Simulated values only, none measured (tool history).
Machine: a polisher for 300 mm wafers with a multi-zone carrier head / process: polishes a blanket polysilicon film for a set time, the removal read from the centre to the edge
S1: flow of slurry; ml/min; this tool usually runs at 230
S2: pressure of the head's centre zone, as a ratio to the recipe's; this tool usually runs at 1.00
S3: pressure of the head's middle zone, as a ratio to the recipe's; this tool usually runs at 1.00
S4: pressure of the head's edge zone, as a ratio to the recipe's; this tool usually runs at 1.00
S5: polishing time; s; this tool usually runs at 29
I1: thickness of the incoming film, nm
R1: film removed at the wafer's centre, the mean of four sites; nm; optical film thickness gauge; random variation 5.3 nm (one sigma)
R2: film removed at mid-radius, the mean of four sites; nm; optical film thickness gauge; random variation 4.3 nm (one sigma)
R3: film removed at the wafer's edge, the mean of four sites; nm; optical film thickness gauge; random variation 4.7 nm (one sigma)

run,hour,S1,S2,S3,S4,S5,I1,R1,R2,R3
1,0.0,265,1.00,0.96,1.00,29,1013.4,358.2,347.6,356.3
2,94.6,190,1.00,1.00,1.00,29,996.7,323.9,323.3,331.2
3,164.2,230,1.00,1.00,1.00,29,1023.5,357.5,339.9,344.0
4,226.0,230,0.95,1.07,1.00,29,1011.8,327.3,354.5,335.5
5,275.2,230,1.00,1.00,1.00,29,1017.3,379.4,374.5,381.5
6,349.7,230,1.00,1.06,1.00,29,1000.1,370.6,381.4,367.0
7,428.1,230,1.00,1.00,1.00,29,1013.4,360.2,361.3,363.1
8,517.8,230,1.00,0.88,1.00,29,1027.1,357.0,325.2,352.4
9,585.4,230,1.00,1.00,1.00,29,998.1,357.1,343.1,347.2
10,688.6,160,1.00,1.00,0.92,29,1020.0,295.7,293.5,295.3
11,755.0,230,1.00,1.00,1.00,29,995.1,339.5,347.6,336.0
12,848.7,230,1.00,0.93,1.00,29,999.3,340.6,323.3,336.9
13,906.3,170,1.06,1.00,1.00,29,1005.1,320.1,302.4,312.3
14,945.1,230,1.00,1.00,1.00,29,1002.6,388.3,384.5,381.2
15,1019.8,230,1.00,1.00,1.00,33,1011.1,417.7,419.3,422.8
16,1082.3,230,1.00,1.00,1.00,29,1009.1,371.6,367.2,360.4
17,1148.7,230,1.00,1.00,1.00,29,1015.8,368.4,358.9,359.8
18,1196.5,290,1.00,1.00,1.00,29,1002.7,379.6,363.9,372.3
19,1267.2,295,1.00,1.00,1.00,24,1026.7,311.2,308.4,300.4
20,1357.6,230,1.00,1.00,1.00,29,1025.2,350.5,343.4,344.7
21,1414.3,190,1.00,0.90,0.96,29,1016.1,328.0,303.4,323.8

Put back what was entered between runs (9 entries, withheld): which listed runs does each sit between, and how does the hidden state differ from the listed run before to the listed run after?
Between runs 1 and 2: edge zone pressure recalibrated (hour 56.8)
  removal rate lost through wear of the pad, %: 11.6 -> 12.1
  measured result minus the result with no hidden state, R1: -46.8 -> -44.6 nm; R2: -45.4 -> -44.5 nm; R3: -46.6 -> -45.6 nm
Between runs 4 and 5: worn pad replaced by a new one (hour 240.2)
  removal rate lost through wear of the pad, %: 12.6 -> 2.73
  measured result minus the result with no hidden state, R1: -47.3 -> -10.7 nm; R2: -51.2 -> -10.5 nm; R3: -48.4 -> -10.8 nm
Between runs 5 and 6: slurry nozzle cleaned (hour 280.3)
  removal rate lost through wear of the pad, %: 2.73 -> 5.59
  measured result minus the result with no hidden state, R1: -10.7 -> -22.0 nm; R2: -10.5 -> -22.5 nm; R3: -10.8 -> -21.7 nm
Between runs 7 and 8: carrier head's membrane replaced by a new one (hour 492.2)
  removal rate lost through wear of the pad, %: 7.8 -> 9.6
  measured result minus the result with no hidden state, R1: -30.4 -> -37.9 nm; R2: -30.5 -> -34.5 nm; R3: -30.7 -> -37.5 nm
Between runs 11 and 12: centre zone pressure recalibrated (hour 793.6)
  removal rate lost through wear of the pad, %: 12.1 -> 12.6
  measured result minus the result with no hidden state, R1: -46.8 -> -49.3 nm; R2: -48.0 -> -46.7 nm; R3: -46.4 -> -48.6 nm
Between runs 13 and 14: worn pad replaced by a new one (hour 915.0)
  removal rate lost through wear of the pad, %: 12.8 -> 1.72
  measured result minus the result with no hidden state, R1: -47.2 -> -6.8 nm; R2: -44.5 -> -6.8 nm; R3: -46.1 -> -6.7 nm
Between runs 14 and 15: slurry nozzle cleaned (hour 1000.4)
  removal rate lost through wear of the pad, %: 1.72 -> 4.64
  measured result minus the result with no hidden state, R1: -6.8 -> -20.3 nm; R2: -6.8 -> -20.4 nm; R3: -6.7 -> -20.6 nm
Between runs 18 and 19: edge zone pressure recalibrated (hour 1248.0)
  removal rate lost through wear of the pad, %: 8.87 -> 9.87
  measured result minus the result with no hidden state, R1: -36.9 -> -34.1 nm; R2: -35.4 -> -33.8 nm; R3: -36.2 -> -32.9 nm
Between runs 19 and 20: carrier head's membrane replaced by a new one (hour 1304.5)
  removal rate lost through wear of the pad, %: 9.87 -> 10.8
  measured result minus the result with no hidden state, R1: -34.1 -> -42.4 nm; R2: -33.8 -> -41.6 nm; R3: -32.9 -> -41.7 nm
